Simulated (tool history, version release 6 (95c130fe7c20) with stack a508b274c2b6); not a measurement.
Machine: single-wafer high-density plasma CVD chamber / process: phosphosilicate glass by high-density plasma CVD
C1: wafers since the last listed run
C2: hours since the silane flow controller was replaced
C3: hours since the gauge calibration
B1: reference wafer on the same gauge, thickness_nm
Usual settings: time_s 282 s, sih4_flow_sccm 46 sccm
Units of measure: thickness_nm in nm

Run 1, hour 0: usual settings but time_s 319 s, sih4_flow_sccm 42 sccm; C1 0; C2 1968.7; C3 169.5; B1 1073.341. Result: thickness_nm 1280.465 nm.
Run 2, hour 38.5: usual settings but time_s 319 s, sih4_flow_sccm 42 sccm; C1 237; C2 2007.2; C3 208; B1 1072.267. Result: thickness_nm 1301.169 nm.
Run 3, hour 108.9: usual settings but sih4_flow_sccm 39 sccm; C1 433; C2 2077.6; C3 278.4; B1 1076.184. Result: thickness_nm 1076.476 nm.
Run 4, hour 141.4: usual settings; C1 200; C2 2110.1; C3 310.9; B1 1077.695. Result: thickness_nm 1267.066 nm.
Run 5, hour 189.7: usual settings but sih4_flow_sccm 44 sccm; C1 297; C2 2158.4; C3 359.2; B1 1080.987. Result: thickness_nm 1208.183 nm.
Run 6, hour 401.1: usual settings but time_s 249 s, sih4_flow_sccm 53 sccm; C1 1301; C2 2369.8; C3 570.6; B1 1088.647. Result: thickness_nm 1309.019 nm.
At hour 418: gauge calibrated.
At hour 443: silane flow controller replaced.
Run 7, hour 458.8: usual settings but time_s 249 s, sih4_flow_sccm 53 sccm; C1 305; C2 15.8; C3 40.8; B1 1059.662. Result: thickness_nm 1260.392 nm.
Run 8, hour 503.6: usual settings but time_s 254 s, sih4_flow_sccm 39 sccm; C1 275; C2 60.6; C3 85.6; B1 1065.344. Result: thickness_nm 941.963 nm.
Run 9, hour 545.7: usual settings; C1 259; C2 102.7; C3 127.7; B1 1064.052. Result: thickness_nm 1236.279 nm.
Run 10, hour 585.2: usual settings but time_s 309 s, sih4_flow_sccm 55 sccm; C1 243; C2 142.2; C3 167.2; B1 1068.917. Result: thickness_nm 1632.337 nm.
Run 11, hour 615.9: usual settings but time_s 261 s, sih4_flow_sccm 42 sccm; C1 189; C2 172.9; C3 197.9; B1 1065.736. Result: thickness_nm 1055.784 nm.
Run 12, hour 683.8: usual settings but time_s 314 s, sih4_flow_sccm 43 sccm; C1 418; C2 240.8; C3 265.8; B1 1070.396. Result: thickness_nm 1304.193 nm.

What will run 13 give?
Run 13, hour 751.9: usual settings but time_s 237 s, sih4_flow_sccm 41 sccm; C1 419; C2 308.9; C3 333.9; B1 ?. Result: thickness_nm ?.

{"run 13": {"B1": 1069.696, "thickness_nm": 944.196}}
With the hidden condition absent and the run-to-run variation left alone, this run would have shown thickness_nm 933.877 nm.
